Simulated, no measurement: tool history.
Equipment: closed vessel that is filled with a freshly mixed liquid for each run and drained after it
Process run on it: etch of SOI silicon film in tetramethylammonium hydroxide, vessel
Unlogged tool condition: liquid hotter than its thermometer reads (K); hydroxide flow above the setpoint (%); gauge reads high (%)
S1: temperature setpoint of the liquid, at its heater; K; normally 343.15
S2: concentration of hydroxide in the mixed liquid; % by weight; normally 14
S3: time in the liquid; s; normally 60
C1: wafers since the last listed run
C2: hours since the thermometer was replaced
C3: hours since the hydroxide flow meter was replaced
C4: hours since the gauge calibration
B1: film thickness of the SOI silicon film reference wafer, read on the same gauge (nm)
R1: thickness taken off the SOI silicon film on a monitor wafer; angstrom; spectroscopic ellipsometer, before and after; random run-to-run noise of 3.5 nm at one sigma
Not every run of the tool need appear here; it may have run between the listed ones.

run,hour,S1,S2,S3,C1,C2,C3,C4,B1,R1
1,0,343.15,14,60,0,1598.6,292.1,34.5,39.85,3624.6
2,68.8,343.15,14,60,7258,1667.4,360.9,103.3,39.57,3571
3,113,343.15,14,40,4662,1711.6,405.1,147.5,39.39,2371.6
4,172.8,340.65,11,60,6308,1771.4,464.9,207.3,39.17,3395
# hour 215.1: hydroxide flow meter replaced
5,250,343.15,14,60,8038,1848.6,34.9,284.5,38.95,3478.8
6,397.9,343.15,14,70,15603,1996.5,182.8,432.4,38.63,4070.6
7,454.1,343.15,14,70,5928,2052.7,239,488.6,38.53,4034.1
8,517.3,343.15,14,75,6667,2115.9,302.2,551.8,38.45,4266.8
# hour 537.5: thermometer replaced
9,545.4,343.15,12.5,60,2858,7.9,330.3,579.9,38.4,3658.3
10,586.5,343.15,14,60,4335,49,371.4,621,38.34,3508.3
11,619.2,343.15,14,60,3449,81.7,404.1,653.7,38.31,3465.4
12,663.9,343.15,14,85,4715,126.4,448.8,698.4,38.26,4891.6
# hour 767.7: hydroxide flow meter replaced
13,875.9,343.15,14,85,22260,338.4,108.2,910.4,38.07,4916.4
14,901.9,343.15,14,85,2742,364.4,134.2,936.4,38.08,4958.1
15,959.7,343.15,17,60,6097,422.2,192,994.2,38.07,3217.3
16,1013.2,343.15,14,60,5644,475.7,245.5,1047.7,38.02,3467.2
17,1054.2,350.15,14,50,4325,516.7,286.5,1088.7,38,4291.7
18,1088.4,349.65,16,45,3608,550.9,320.7,1122.9,37.99,3537.3
19,1149.2,340.15,14,60,6414,611.7,381.5,1183.7,37.97,2883.4
20,1189.5,343.15,17.5,85,4251,652,421.8,1224,37.95,4462.7
# hour 1243.3: gauge calibrated
21,1251,343.15,18,90,6488,713.5,483.3,7.7,39.88,5001.6
22,1282.3,343.15,14,70,3302,744.8,514.6,39,39.7,4199.9
23,1331.3,343.15,14,60,5169,793.8,563.6,88,39.51,3553.5
# hour 1372.7: hydroxide flow meter replaced
24,1471.3,343.15,14,60,14664,933.8,98.6,228,39.03,3561.1
25,1511.3,346.15,14,60,4219,973.8,138.6,268,38.89,4195.1
26,1542.2,349.15,16.5,45,3259,1004.7,169.5,298.9,38.83,3470.6
27,1595.6,343.15,14,85,5633,1058.1,222.9,352.3,38.71,5005.1
28,1666.4,339.65,14,95,7469,1128.9,293.7,423.1,38.54,4534.7
29,1735.4,338.15,17,30,7279,1197.9,362.7,492.1,38.4,1203

What differs in the tool's unlogged condition from the final listed run ahead of each entry between runs to the first listed run following it?
Between runs 4 and 5: hydroxide flow meter replaced (hour 215.1)
  gauge reads high (%): -2 -> -2.56
  measured result minus the result with no hidden state, R1: -69.3 -> -91.4 angstrom
Between runs 8 and 9: thermometer replaced (hour 537.5)
  gauge reads high (%): -3.89 -> -3.99
  measured result minus the result with no hidden state, R1: -172.6 -> -152 angstrom
Between runs 12 and 13: hydroxide flow meter replaced (hour 767.7)
  gauge reads high (%): -4.34 -> -4.78
  measured result minus the result with no hidden state, R1: -221.9 -> -246.6 angstrom
Between runs 20 and 21: gauge calibrated (hour 1243.3)
  gauge reads high (%): -5.14 -> -0.287
  measured result minus the result with no hidden state, R1: -241.6 -> -14.4 angstrom
Between runs 23 and 24: hydroxide flow meter replaced (hour 1372.7)
  gauge reads high (%): -1.2 -> -2.44
  measured result minus the result with no hidden state, R1: -43.1 -> -89 angstrom
